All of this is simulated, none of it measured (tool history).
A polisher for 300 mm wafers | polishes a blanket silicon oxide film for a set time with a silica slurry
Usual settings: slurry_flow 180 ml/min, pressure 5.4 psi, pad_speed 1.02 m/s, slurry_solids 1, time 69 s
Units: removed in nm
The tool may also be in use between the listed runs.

| run | hour | slurry_flow | pressure | pad_speed | slurry_solids | time | wafers since the last listed run | wafers polished on this pad | hours since the slurry nozzle was cleaned | hours since the head pressure was calibrated | hours since the slurry blender was calibrated | hours since the conditioning disc was replaced | incoming thickness of the incoming film, nm | removed |
|---|---|---|---|---|---|---|---|---|---|---|---|---|---|---|
| 1 | 0 | 180 | 5.4 | 1.02 | 1 | 69 | 0 | 1189 | 545.3 | 578.6 | 306.6 | 82.1 | 883.8 | 231.3 |
|  | 28.3 | head pressure recalibrated |
| 2 | 64.3 | 180 | 5.4 | 1.02 | 1 | 69 | 691 | 1880 | 609.6 | 36 | 370.9 | 146.4 | 881.3 | 229.5 |
| 3 | 131.2 | 180 | 5.4 | 1.02 | 0.9 | 69 | 742 | 2623 | 676.5 | 102.9 | 437.8 | 213.3 | 890.1 | 206.7 |
| 4 | 166.8 | 180 | 5.4 | 1.02 | 0.9 | 69 | 395 | 3018 | 712.1 | 138.5 | 473.4 | 248.9 | 891.8 | 202.7 |
|  | 186.9 | worn pad replaced by a new one |
|  | 212.3 | slurry blender recalibrated |
| 5 | 219.8 | 180 | 5.4 | 1.02 | 0.9 | 69 | 521 | 343 | 765.1 | 191.5 | 7.5 | 301.9 | 895.3 | 194.4 |
| 6 | 254.8 | 180 | 6.7 | 1.02 | 1 | 69 | 388 | 731 | 800.1 | 226.5 | 42.5 | 336.9 | 892.2 | 248.4 |
|  | 271.6 | conditioning disc replaced and pad reconditioned |
| 7 | 301 | 180 | 5.4 | 1.18 | 1 | 69 | 490 | 1222 | 846.3 | 272.7 | 88.7 | 29.4 | 878.8 | 263.3 |
|  | 329.5 | slurry nozzle cleaned |
| 8 | 361.3 | 180 | 5.4 | 1.18 | 1 | 69 | 658 | 1880 | 31.8 | 333 | 149 | 89.7 | 875.8 | 270.3 |
| 9 | 389.8 | 125 | 7.1 | 1.02 | 0.75 | 90 | 316 | 2197 | 60.3 | 361.5 | 177.5 | 118.2 | 881.4 | 308.1 |
| 10 | 459.5 | 180 | 5.4 | 1.02 | 1 | 69 | 773 | 2970 | 130 | 431.2 | 247.2 | 187.9 | 886.9 | 227.8 |
|  | 489.9 | worn pad replaced by a new one |
| 11 | 506.1 | 180 | 5.4 | 0.88 | 1 | 69 | 472 | 179 | 176.6 | 477.8 | 293.8 | 234.5 | 899.2 | 197.6 |
| 12 | 532.2 | 180 | 7.3 | 1.02 | 1 | 69 | 289 | 469 | 202.7 | 503.9 | 319.9 | 260.6 | 893.4 | 285.9 |
|  | 589.3 | conditioning disc replaced and pad reconditioned |
| 13 | 602.8 | 180 | 5.4 | 1.02 | 1 | 69 | 761 | 1230 | 273.3 | 574.5 | 390.5 | 13.5 | 898.4 | 238.9 |
| 14 | 646.9 | 180 | 3.5 | 1.02 | 1 | 69 | 489 | 1720 | 317.4 | 618.6 | 434.6 | 57.6 | 888.3 | 153.2 |
|  | 684.6 | head pressure recalibrated |
|  | 690.5 | slurry blender recalibrated |
| 15 | 697.2 | 180 | 5.4 | 1.02 | 1 | 69 | 513 | 2234 | 367.7 | 12.6 | 6.7 | 107.9 | 881 | 240.3 |
| 16 | 755.7 | 165 | 5.4 | 1.02 | 1 | 69 | 649 | 2883 | 426.2 | 71.1 | 65.2 | 166.4 | 893.1 | 224.1 |
| 17 | 789.7 | 180 | 6.8 | 1.02 | 1.15 | 69 | 377 | 3260 | 460.2 | 105.1 | 99.2 | 200.4 | 901.5 | 301.7 |
|  | 808.9 | worn pad replaced by a new one |
| 18 | 840.4 | 180 | 5.4 | 1.02 | 1.15 | 69 | 518 | 349 | 510.9 | 155.8 | 149.9 | 251.1 | 889.2 | 240.9 |
| 19 | 869.8 | 225 | 7 | 0.7 | 1 | 84 | 326 | 676 | 540.3 | 185.2 | 179.3 | 280.5 | 879.4 | 269.2 |
|  | 874.1 | conditioning disc replaced and pad reconditioned |
| 20 | 908.5 | 180 | 5.4 | 1.02 | 1 | 69 | 407 | 1083 | 579 | 223.9 | 218 | 34.4 | 901.6 | 238.9 |
| 21 | 975.3 | 180 | 6 | 1.02 | 0.9 | 69 | 741 | 1824 | 645.8 | 290.7 | 284.8 | 101.2 | 882.2 | 250.8 |
| 22 | 1084 | 135 | 4.8 | 1.02 | 1 | 82 | 1206 | 3031 | 754.5 | 399.4 | 393.5 | 209.9 | 884.9 | 226.6 |
| 23 | 1124.8 | 140 | 5.4 | 1.02 | 1 | 69 | 452 | 3484 | 795.3 | 440.2 | 434.3 | 250.7 | 893.3 | 206.6 |
|  | 1163.1 | worn pad replaced by a new one |
| 24 | 1177.6 | 205 | 4.3 | 0.7 | 1 | 86 | 541 | 160 | 848.1 | 493 | 487.1 | 303.5 | 896.8 | 167 |
|  | 1184.1 | conditioning disc replaced and pad reconditioned |
|  | 1216.9 | slurry blender recalibrated |
|  | 1237.1 | slurry nozzle cleaned |
| 25 | 1248.4 | 125 | 7.1 | 1.02 | 0.75 | 90 | 730 | 890 | 11.3 | 563.8 | 31.5 | 64.3 | 895.2 | 319.9 |

4 ways to go on from here, each from the tool as it stands after run 25. What would each give?
| A | 1248.8 | 180 | 5.4 | 1.02 | 1 | 79 | 4 | 895 | 11.7 | 564.2 | 31.9 | 64.7 | 892.9 | ? |
| B | 1248.8 | 125 | 6.2 | 1.02 | 1.2 | 69 | 4 | 895 | 11.7 | 564.2 | 31.9 | 64.7 | 892.9 | ? |
| C | 1248.8 | 180 | 6.6 | 1.3 | 0.9 | 84 | 4 | 895 | 11.7 | 564.2 | 31.9 | 64.7 | 892.9 | ? |
| D | 1248.8 | 180 | 6.1 | 1.02 | 1 | 69 | 4 | 895 | 11.7 | 564.2 | 31.9 | 64.7 | 892.9 | ? |

| run | removed |
|---|---|
| A | 275.5 |
| B | 285.2 |
| C | 407.2 |
| D | 271.7 |
Without the tool's hidden state the same runs would have given:
| run | removed |
|---|---|
| A | 277.2 |
| B | 287.2 |
| C | 411 |
| D | 273.5 |
